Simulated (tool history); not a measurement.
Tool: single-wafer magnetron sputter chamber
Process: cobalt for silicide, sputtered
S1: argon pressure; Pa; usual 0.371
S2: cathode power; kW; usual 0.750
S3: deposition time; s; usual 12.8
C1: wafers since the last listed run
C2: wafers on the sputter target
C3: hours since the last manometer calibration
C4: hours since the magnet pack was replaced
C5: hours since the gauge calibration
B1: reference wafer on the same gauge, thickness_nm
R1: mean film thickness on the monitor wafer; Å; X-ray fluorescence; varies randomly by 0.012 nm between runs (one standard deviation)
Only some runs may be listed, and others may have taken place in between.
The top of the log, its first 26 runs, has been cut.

run	hour	S1	S2	S3	C1	C2	C3	C4	C5	B1	R1
27	1459.5	0.371	0.900	10.6	2992	11766	447.1	408.9	97.3	4.960	55.64
28	1484.4	0.371	0.750	12.8	1156	12923	472.0	433.8	122.2	4.959	56.64
29	1508.6	0.371	0.900	14.6	1124	14047	496.2	458.0	146.4	4.961	76.36
30	1542.8	0.371	0.800	14.1	1589	15636	530.4	492.2	180.6	4.964	66.11
# hour 1581.2: sputter target and shields replaced
31	1600.6	0.371	0.750	12.8	2313	903	588.2	550.0	238.4	4.961	57.06
32	1639.1	0.457	0.750	12.8	1788	2691	626.7	588.5	276.9	4.960	55.97
33	1668.8	0.371	0.750	12.8	1379	4071	656.4	618.2	306.6	4.963	57.01
34	1726.0	0.371	0.750	13.5	2657	6729	713.6	675.4	363.8	4.961	60.00
35	1760.9	0.371	0.850	13.4	1621	8351	748.5	710.3	398.7	4.959	66.98
36	1822.0	0.371	0.750	12.8	2838	11190	809.6	771.4	459.8	4.959	56.82

Predict each of these 3 candidate next runs independently; none follows another, all start after run 36:
A	1822.4	0.371	0.750	12.8	18	11208	810.0	771.8	460.2	?	?
B	1822.4	0.371	0.750	10.5	18	11208	810.0	771.8	460.2	?	?
C	1822.4	0.270	0.600	12.8	18	11208	810.0	771.8	460.2	?	?

run	B1	R1
A	4.961	57.01
B	4.961	46.76
C	4.961	47.76
Without the tool's unlogged condition, the same runs would have read:
run	R1
A	56.52
B	46.37
C	47.53

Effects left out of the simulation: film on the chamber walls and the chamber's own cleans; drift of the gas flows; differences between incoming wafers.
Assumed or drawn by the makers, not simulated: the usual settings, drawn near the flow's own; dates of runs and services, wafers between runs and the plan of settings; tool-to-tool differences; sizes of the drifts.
